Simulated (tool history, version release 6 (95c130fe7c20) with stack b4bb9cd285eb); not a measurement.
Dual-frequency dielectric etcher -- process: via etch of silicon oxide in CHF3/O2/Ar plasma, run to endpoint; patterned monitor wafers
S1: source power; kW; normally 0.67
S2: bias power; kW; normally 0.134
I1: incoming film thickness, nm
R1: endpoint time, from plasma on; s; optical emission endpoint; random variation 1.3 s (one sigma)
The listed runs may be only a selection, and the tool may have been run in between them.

{"run": 1, "hour": 0.0, "S1": 0.67, "S2": 0.134, "I1": 564, "R1": 287.6}
{"run": 2, "hour": 80.1, "S1": 0.67, "S2": 0.134, "I1": 570.4, "R1": 291.5}
{"run": 3, "hour": 142.0, "S1": 0.67, "S2": 0.134, "I1": 572, "R1": 291.7}
{"run": 4, "hour": 238.4, "S1": 0.67, "S2": 0.134, "I1": 564.3, "R1": 289.6}
{"run": 5, "hour": 285.6, "S1": 0.67, "S2": 0.134, "I1": 560, "R1": 288.5}
{"run": 6, "hour": 335.4, "S1": 0.67, "S2": 0.134, "I1": 565.2, "R1": 293.4}
{"hour": 408.8, "done": "wet clean of the chamber"}
{"run": 7, "hour": 409.3, "S1": 0.67, "S2": 0.134, "I1": 571.7, "R1": 289.1}
{"run": 8, "hour": 439.7, "S1": 0.67, "S2": 0.134, "I1": 570.7, "R1": 288.7}
{"hour": 456.1, "done": "source power generator calibrated"}
{"hour": 518.6, "done": "bias power generator calibrated"}
{"run": 9, "hour": 526.8, "S1": 0.53, "S2": 0.157, "I1": 566.9, "R1": 309}
{"run": 10, "hour": 592.9, "S1": 0.54, "S2": 0.122, "I1": 562.9, "R1": 319.9}
{"run": 11, "hour": 639.6, "S1": 0.67, "S2": 0.123, "I1": 561.4, "R1": 293.2}
{"hour": 704.1, "done": "upper electrode replaced, of another model than before"}
{"run": 12, "hour": 825.3, "S1": 0.77, "S2": 0.121, "I1": 562, "R1": 272}
{"run": 13, "hour": 913.3, "S1": 0.73, "S2": 0.134, "I1": 563.8, "R1": 278.5}
{"run": 14, "hour": 968.1, "S1": 0.67, "S2": 0.134, "I1": 564.2, "R1": 292.6}
{"run": 15, "hour": 1009.1, "S1": 0.56, "S2": 0.134, "I1": 564.5, "R1": 329.1}
{"hour": 1057.6, "done": "wet clean of the chamber"}
{"run": 16, "hour": 1085.5, "S1": 0.67, "S2": 0.134, "I1": 567.4, "R1": 286.4}

Consider 5 possible next runs. They are alternatives, not a sequence: every one starts from the tool as it was left by run 16. What does each give?
{"run": "A", "hour": 1086.0, "S1": 0.67, "S2": 0.147, "I1": 567.7, "R1": "?"}
{"run": "B", "hour": 1086.0, "S1": 0.75, "S2": 0.15, "I1": 567.7, "R1": "?"}
{"run": "C", "hour": 1086.0, "S1": 0.62, "S2": 0.113, "I1": 567.7, "R1": "?"}
{"run": "D", "hour": 1086.0, "S1": 0.72, "S2": 0.144, "I1": 567.7, "R1": "?"}
{"run": "E", "hour": 1086.0, "S1": 0.6, "S2": 0.134, "I1": 567.7, "R1": "?"}

run=A R1=282.3
run=B R1=264.3
run=C R1=305
run=D R1=271.8
run=E R1=304.8
With the hidden condition removed and each run's random variation left untouched, the same runs would have given:
run=A R1=281.9
run=B R1=264
run=C R1=304.6
run=D R1=271.4
run=E R1=304.5
